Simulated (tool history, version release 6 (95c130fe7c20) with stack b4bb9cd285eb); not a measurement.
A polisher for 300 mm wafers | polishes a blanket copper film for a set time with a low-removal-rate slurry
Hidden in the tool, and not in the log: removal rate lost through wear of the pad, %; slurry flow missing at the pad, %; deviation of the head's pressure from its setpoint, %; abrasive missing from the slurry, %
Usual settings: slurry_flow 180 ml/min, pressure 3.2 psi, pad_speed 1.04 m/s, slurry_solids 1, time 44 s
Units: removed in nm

run	day	slurry_flow	pressure	pad_speed	slurry_solids	time	wafers since the last listed run	wafers polished on this pad	hours since the slurry nozzle was cleaned	hours since the head pressure was calibrated	hours since the slurry blender was calibrated	incoming thickness of the incoming film, nm	removed
1	0	180	2.6	1.04	1	44	0	789	388.7	579.4	246.2	1042	106.1
# day 1.471: worn pad replaced by a new one
2	4.479	180	2.6	1.04	1	44	1251	872	496.2	686.9	353.7	1026.9	103.9
3	5.308	180	2.5	1.04	0.95	44	240	1113	516.1	706.8	373.6	1035.9	99.9
# day 6.062: worn pad replaced by a new one
4	6.542	180	3.2	1.04	1.25	55	309	139	545.7	736.4	403.2	1034.1	160.9
5	7.342	180	3.2	1.04	1	44	232	371	564.9	755.6	422.4	1046.6	123.5
# day 8.642: slurry nozzle cleaned
6	8.704	180	3.2	1.04	1	44	383	754	1.5	788.3	455.1	1023.4	129.4
7	9.933	180	3.2	1.04	1	44	356	1111	31	817.8	484.6	1026.9	128.5
8	10.671	180	3.2	1.04	1	44	213	1325	48.7	835.5	502.3	1058.2	126.5
# day 11.017: worn pad replaced by a new one
# day 11.55: slurry blender recalibrated
9	12.025	180	3.8	1.04	1	54	320	267	81.2	868	11.4	1043.8	197.4
10	12.729	180	3.2	1.04	1.15	44	204	472	98.1	884.9	28.3	1044.7	139.4
11	14.204	145	3.2	1.04	1.25	44	427	900	133.5	920.3	63.7	1033.5	138.2
12	15.667	180	3.2	1.04	1	44	424	1324	168.6	955.4	98.8	1058.8	133.5
# day 16.125: worn pad replaced by a new one
13	16.546	180	3.8	1.04	1	54	206	121	189.7	976.5	119.9	1040.9	190.2
14	17.562	205	3.2	1.24	0.7	37	294	416	214.1	1000.9	144.3	1029.5	126.6

The next listed run, before its measurement:
# day 18.017: head pressure recalibrated
15	18.212	180	2.2	0.92	1	33	164	581	229.7	4.7	159.9	1061.6	?

{"run 15": {"removed": 63.9}}
Without the tool's hidden state the same run would have given removed 68.3 nm.
